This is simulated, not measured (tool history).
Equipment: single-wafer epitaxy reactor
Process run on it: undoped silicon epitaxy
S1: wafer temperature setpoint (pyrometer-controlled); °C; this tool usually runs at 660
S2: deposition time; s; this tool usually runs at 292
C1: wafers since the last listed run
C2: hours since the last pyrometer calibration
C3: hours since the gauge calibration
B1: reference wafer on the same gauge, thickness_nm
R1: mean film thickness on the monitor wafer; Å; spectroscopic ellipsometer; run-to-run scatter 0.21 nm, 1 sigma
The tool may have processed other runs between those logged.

{"run": 1, "hour": 0.0, "S1": 660, "S2": 277, "C1": 0, "C2": 2172.9, "C3": 161.7, "B1": 60.988, "R1": 572.91}
{"run": 2, "hour": 7.1, "S1": 660, "S2": 292, "C1": 29, "C2": 2180.0, "C3": 168.8, "B1": 61.035, "R1": 601.88}
{"run": 3, "hour": 13.6, "S1": 660, "S2": 292, "C1": 27, "C2": 2186.5, "C3": 175.3, "B1": 61.019, "R1": 602.6}
{"run": 4, "hour": 26.2, "S1": 660, "S2": 292, "C1": 52, "C2": 2199.1, "C3": 187.9, "B1": 61.068, "R1": 599.71}
{"run": 5, "hour": 41.0, "S1": 660, "S2": 292, "C1": 61, "C2": 2213.9, "C3": 202.7, "B1": 60.956, "R1": 597.37}
{"run": 6, "hour": 54.3, "S1": 660, "S2": 292, "C1": 55, "C2": 2227.2, "C3": 216.0, "B1": 61.002, "R1": 602.74}
{"run": 7, "hour": 61.3, "S1": 660, "S2": 292, "C1": 29, "C2": 2234.2, "C3": 223.0, "B1": 60.983, "R1": 596.34}
{"run": 8, "hour": 68.0, "S1": 660, "S2": 292, "C1": 28, "C2": 2240.9, "C3": 229.7, "B1": 61.034, "R1": 599.29}
{"run": 9, "hour": 77.5, "S1": 660, "S2": 292, "C1": 39, "C2": 2250.4, "C3": 239.2, "B1": 61.035, "R1": 603.76}
{"run": 10, "hour": 85.9, "S1": 660, "S2": 292, "C1": 35, "C2": 2258.8, "C3": 247.6, "B1": 61.032, "R1": 602.16}
{"run": 11, "hour": 102.2, "S1": 660, "S2": 292, "C1": 68, "C2": 2275.1, "C3": 263.9, "B1": 60.971, "R1": 597.91}
{"run": 12, "hour": 109.7, "S1": 649, "S2": 292, "C1": 31, "C2": 2282.6, "C3": 271.4, "B1": 61.0, "R1": 458.24}
{"run": 13, "hour": 122.6, "S1": 669, "S2": 292, "C1": 53, "C2": 2295.5, "C3": 284.3, "B1": 60.987, "R1": 745.1}
{"run": 14, "hour": 131.5, "S1": 669, "S2": 292, "C1": 37, "C2": 2304.4, "C3": 293.2, "B1": 61.006, "R1": 750.03}
{"run": 15, "hour": 141.6, "S1": 656, "S2": 292, "C1": 42, "C2": 2314.5, "C3": 303.3, "B1": 61.031, "R1": 542.17}
{"hour": 157.9, "done": "gauge calibrated"}
{"hour": 159.5, "done": "pyrometer calibrated"}
{"run": 16, "hour": 160.0, "S1": 668, "S2": 256, "C1": 43, "C2": 0.5, "C3": 2.1, "B1": 61.02, "R1": 639.22}
{"run": 17, "hour": 163.4, "S1": 645, "S2": 292, "C1": 14, "C2": 3.9, "C3": 5.5, "B1": 61.016, "R1": 414.98}
{"run": 18, "hour": 177.3, "S1": 660, "S2": 292, "C1": 58, "C2": 17.8, "C3": 19.4, "B1": 60.973, "R1": 596.63}
{"run": 19, "hour": 192.8, "S1": 668, "S2": 265, "C1": 64, "C2": 33.3, "C3": 34.9, "B1": 60.96, "R1": 662.18}
{"run": 20, "hour": 203.4, "S1": 660, "S2": 292, "C1": 44, "C2": 43.9, "C3": 45.5, "B1": 60.988, "R1": 600.3}
{"run": 21, "hour": 216.4, "S1": 660, "S2": 292, "C1": 54, "C2": 56.9, "C3": 58.5, "B1": 61.003, "R1": 602.73}
{"run": 22, "hour": 231.5, "S1": 656, "S2": 332, "C1": 63, "C2": 72.0, "C3": 73.6, "B1": 60.999, "R1": 619.35}
{"run": 23, "hour": 246.8, "S1": 660, "S2": 292, "C1": 63, "C2": 87.3, "C3": 88.9, "B1": 61.0, "R1": 595.09}
{"run": 24, "hour": 257.2, "S1": 660, "S2": 337, "C1": 43, "C2": 97.7, "C3": 99.3, "B1": 60.96, "R1": 688.84}
{"run": 25, "hour": 267.5, "S1": 675, "S2": 337, "C1": 43, "C2": 108.0, "C3": 109.6, "B1": 61.06, "R1": 981.66}
{"run": 26, "hour": 280.3, "S1": 647, "S2": 346, "C1": 53, "C2": 120.8, "C3": 122.4, "B1": 60.984, "R1": 517.32}
{"run": 27, "hour": 296.3, "S1": 664, "S2": 275, "C1": 66, "C2": 136.8, "C3": 138.4, "B1": 60.965, "R1": 621.78}
{"run": 28, "hour": 312.9, "S1": 645, "S2": 273, "C1": 69, "C2": 153.4, "C3": 155.0, "B1": 61.025, "R1": 388.11}
{"run": 29, "hour": 328.4, "S1": 660, "S2": 292, "C1": 64, "C2": 168.9, "C3": 170.5, "B1": 61.005, "R1": 599.68}
{"run": 30, "hour": 342.8, "S1": 673, "S2": 292, "C1": 60, "C2": 183.3, "C3": 184.9, "B1": 61.047, "R1": 815.94}
{"run": 31, "hour": 348.8, "S1": 660, "S2": 337, "C1": 25, "C2": 189.3, "C3": 190.9, "B1": 61.026, "R1": 692.55}

Predict each of these 3 candidate next runs independently; none follows another, all start after run 31:
{"run": "A", "hour": 349.3, "S1": 660, "S2": 292, "C1": 2, "C2": 189.8, "C3": 191.4, "B1": "?", "R1": "?"}
{"run": "B", "hour": 349.3, "S1": 649, "S2": 271, "C1": 2, "C2": 189.8, "C3": 191.4, "B1": "?", "R1": "?"}
{"run": "C", "hour": 349.3, "S1": 649, "S2": 349, "C1": 2, "C2": 189.8, "C3": 191.4, "B1": "?", "R1": "?"}

run=A B1=60.918 R1=597.61
run=B B1=60.918 R1=422.95
run=C B1=60.918 R1=544.69
Had the tool no hidden state, the same runs would have come out as:
run=A R1=597.61
run=B R1=422.95
run=C R1=544.69

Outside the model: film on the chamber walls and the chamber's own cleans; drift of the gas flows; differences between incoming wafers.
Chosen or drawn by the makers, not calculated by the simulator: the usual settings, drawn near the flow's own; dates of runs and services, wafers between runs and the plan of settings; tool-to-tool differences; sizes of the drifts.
